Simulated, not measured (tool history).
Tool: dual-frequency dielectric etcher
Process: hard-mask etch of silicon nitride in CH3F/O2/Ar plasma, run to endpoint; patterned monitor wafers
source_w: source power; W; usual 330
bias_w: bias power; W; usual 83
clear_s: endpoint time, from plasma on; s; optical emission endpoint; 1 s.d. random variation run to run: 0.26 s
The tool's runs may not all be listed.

run	hour	source_w	bias_w	incoming incoming film thickness, nm	clear_s
1	0	360	74	50.1	82.6
2	10.6	350	83	49.8	80.2
3	66.9	350	83	50.2	81.1
4	98.1	330	83	50.5	83.6
5	151	330	83	50.3	83
6	200.1	330	83	50.3	83.1
7	236.8	330	83	50.5	83.2
8	266.9	280	83	50.2	90.2
9	306.3	330	94	50.6	79.9
# hour 366.4: source power generator calibrated
10	483.4	330	94	50.7	80.3
# hour 519.4: wet clean of the chamber
11	541.8	330	83	50.4	85.1
12	612.9	330	83	50.6	85.1
13	654.2	330	83	50.5	84.7
14	698.2	270	69	50.6	100.2
15	728.5	380	103	50.4	72.9
# hour 922.2: upper electrode replaced
16	922.7	270	70	50.1	98.3
# hour 976.9: wet clean of the chamber
17	977.4	370	97	50.3	75.7
18	1035.1	410	90	50.9	74.7
# hour 1086: bias power generator calibrated
19	1087.8	330	83	51	85.3
20	1131.5	380	103	51.1	73.9
21	1187	400	89	50.2	74.3
22	1252.1	330	63	50.1	91.1
23	1317.2	330	83	50.5	83.1
24	1377.3	300	98	50.1	82.2
25	1405.5	400	67	51.1	81.3
# hour 1479.8: wet clean of the chamber
26	1480.3	360	92	50.1	77.4
27	1524.1	290	83	50.1	90.2
28	1591.9	330	90	50.9	83
29	1632.7	360	83	50.2	80.3
30	1672.8	330	83	50	83.4
31	1717.3	330	83	49.7	82.5
32	1788.9	390	73	51	81
33	1815.1	330	89	50.8	82.4
34	1894.7	330	63	50.6	90.8

Consider 5 possible next runs. They are alternatives, not a sequence: every one starts from the tool as it was left by run 34. What does each give?
A	1895.1	330	70	50.6	?
B	1895.1	330	64	50.6	?
C	1895.1	410	68	50.6	?
D	1895.1	270	73	50.6	?
E	1895.1	330	97	50.6	?

run	clear_s
A	87.8
B	90.3
C	79.3
D	96.7
E	78.7
With no hidden state in the tool, these same runs would have given:
run	clear_s
A	90.4
B	93
C	81.7
D	99.6
E	81
